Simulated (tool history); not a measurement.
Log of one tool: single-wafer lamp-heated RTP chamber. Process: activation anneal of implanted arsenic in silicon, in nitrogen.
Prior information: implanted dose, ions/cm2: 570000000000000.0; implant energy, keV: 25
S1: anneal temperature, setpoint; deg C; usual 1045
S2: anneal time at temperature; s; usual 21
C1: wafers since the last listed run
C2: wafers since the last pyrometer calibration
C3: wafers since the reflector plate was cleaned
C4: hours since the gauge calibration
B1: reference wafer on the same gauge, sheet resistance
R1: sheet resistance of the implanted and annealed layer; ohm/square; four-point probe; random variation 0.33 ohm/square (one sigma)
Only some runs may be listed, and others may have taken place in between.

{"run": 1, "hour": 0.0, "S1": 1045, "S2": 21, "C1": 0, "C2": 333, "C3": 6460, "C4": 674.5, "B1": 145.99, "R1": 169.05}
{"run": 2, "hour": 154.8, "S1": 1045, "S2": 21, "C1": 2526, "C2": 2860, "C3": 8987, "C4": 829.3, "B1": 146, "R1": 169.05}
{"run": 3, "hour": 213.0, "S1": 1045, "S2": 21, "C1": 950, "C2": 3810, "C3": 9937, "C4": 887.5, "B1": 146.02, "R1": 169.19}
{"hour": 237.6, "done": "pyrometer window cleaned and pyrometer calibrated"}
{"run": 4, "hour": 255.0, "S1": 1045, "S2": 21, "C1": 554, "C2": 284, "C3": 10492, "C4": 929.5, "B1": 146.09, "R1": 168.87}
{"hour": 295.7, "done": "reflector plate cleaned"}
{"run": 5, "hour": 302.9, "S1": 1045, "S2": 21, "C1": 651, "C2": 936, "C3": 116, "C4": 977.4, "B1": 146, "R1": 170.26}
{"run": 6, "hour": 368.9, "S1": 1045, "S2": 21, "C1": 1077, "C2": 2013, "C3": 1194, "C4": 1043.4, "B1": 145.96, "R1": 169.5}
{"run": 7, "hour": 411.0, "S1": 1045, "S2": 21, "C1": 687, "C2": 2700, "C3": 1881, "C4": 1085.5, "B1": 145.98, "R1": 169.69}
{"run": 8, "hour": 490.1, "S1": 1045, "S2": 16, "C1": 1291, "C2": 3991, "C3": 3172, "C4": 1164.6, "B1": 146, "R1": 171.33}
{"hour": 550.1, "done": "pyrometer window cleaned and pyrometer calibrated"}
{"run": 9, "hour": 577.4, "S1": 1045, "S2": 16, "C1": 1294, "C2": 445, "C3": 4466, "C4": 1251.9, "B1": 146.05, "R1": 171.4}
{"hour": 592.7, "done": "gauge calibrated"}
{"run": 10, "hour": 621.5, "S1": 1068, "S2": 25, "C1": 719, "C2": 1164, "C3": 5186, "C4": 28.8, "B1": 146.05, "R1": 164.95}
{"run": 11, "hour": 700.2, "S1": 1061, "S2": 17, "C1": 1284, "C2": 2449, "C3": 6471, "C4": 107.5, "B1": 146.03, "R1": 168.15}
{"run": 12, "hour": 802.2, "S1": 1045, "S2": 21, "C1": 1664, "C2": 4114, "C3": 8136, "C4": 209.5, "B1": 146.04, "R1": 169.27}
{"hour": 824.4, "done": "pyrometer window cleaned and pyrometer calibrated"}
{"run": 13, "hour": 886.2, "S1": 1064, "S2": 30, "C1": 1240, "C2": 1008, "C3": 9377, "C4": 293.5, "B1": 146.01, "R1": 162.92}
{"hour": 908.8, "done": "reflector plate cleaned"}
{"run": 14, "hour": 983.1, "S1": 1045, "S2": 21, "C1": 1451, "C2": 2459, "C3": 1213, "C4": 390.4, "B1": 145.93, "R1": 169.52}
{"run": 15, "hour": 1040.8, "S1": 1045, "S2": 21, "C1": 941, "C2": 3401, "C3": 2154, "C4": 448.1, "B1": 145.95, "R1": 169.45}
{"hour": 1095.4, "done": "pyrometer window cleaned and pyrometer calibrated"}
{"run": 16, "hour": 1132.5, "S1": 1022, "S2": 32, "C1": 1366, "C2": 606, "C3": 3521, "C4": 539.8, "B1": 145.98, "R1": 169.94}
{"run": 17, "hour": 1170.4, "S1": 1045, "S2": 21, "C1": 618, "C2": 1224, "C3": 4139, "C4": 577.7, "B1": 145.96, "R1": 169.27}
{"run": 18, "hour": 1228.5, "S1": 1063, "S2": 21, "C1": 948, "C2": 2173, "C3": 5088, "C4": 635.8, "B1": 146.01, "R1": 166.49}
{"run": 19, "hour": 1334.4, "S1": 1075, "S2": 21, "C1": 1728, "C2": 3901, "C3": 6816, "C4": 741.7, "B1": 146.01, "R1": 164.85}

For some of the steps in R1 from one run to the next: how much would appear even if the tool had no hidden state, given the settings, what came in and random variation, and how much remains for the hidden state plus any gauge scatter that the measured result and the result without hidden state don't share?
Unlogged tool condition in this case: true wafer temperature minus pyrometer reading, K; wafer temperature error from the tarnished reflector plate, K; gauge reads high (%).
Run 13 -> 14: S1 1064 -> 1045, S2 30 -> 21, reflector plate cleaned. R1 +6.6 ohm/square: hidden state +1.02, all else +5.58.
